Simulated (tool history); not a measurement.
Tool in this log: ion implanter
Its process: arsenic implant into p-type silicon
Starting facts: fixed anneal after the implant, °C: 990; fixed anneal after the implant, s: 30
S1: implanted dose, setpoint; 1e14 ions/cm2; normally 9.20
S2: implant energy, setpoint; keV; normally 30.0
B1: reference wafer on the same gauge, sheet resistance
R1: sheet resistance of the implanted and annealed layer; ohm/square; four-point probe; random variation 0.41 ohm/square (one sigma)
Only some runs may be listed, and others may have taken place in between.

run	hour	S1	S2	B1	R1
1	0.0	9.20	22.0	120.01	135.54
2	50.8	9.20	22.0	120.00	136.02
3	95.9	10.81	28.0	120.06	116.47
4	158.7	9.20	23.5	119.97	132.86
5	371.7	9.20	23.5	119.92	133.69
6	397.2	9.20	25.0	120.04	132.31
7	422.7	9.20	23.0	120.00	135.14
8	481.2	9.20	30.0	120.00	126.92
9	549.4	9.20	30.0	120.02	126.47
10	577.4	9.20	30.0	120.03	126.78
11	637.2	9.20	30.0	119.98	127.22
12	705.5	8.13	30.0	120.02	138.29
# hour 705.6: gauge calibrated
13	759.2	10.69	25.0	120.03	120.14

What will run 14 give?
14	799.8	9.20	21.0	?	?

{"run 14": {"B1": 119.96, "R1": 138.08}}
Were there no unlogged condition in the tool, this run, its random variation unchanged, would have produced R1 134.26 ohm/square.

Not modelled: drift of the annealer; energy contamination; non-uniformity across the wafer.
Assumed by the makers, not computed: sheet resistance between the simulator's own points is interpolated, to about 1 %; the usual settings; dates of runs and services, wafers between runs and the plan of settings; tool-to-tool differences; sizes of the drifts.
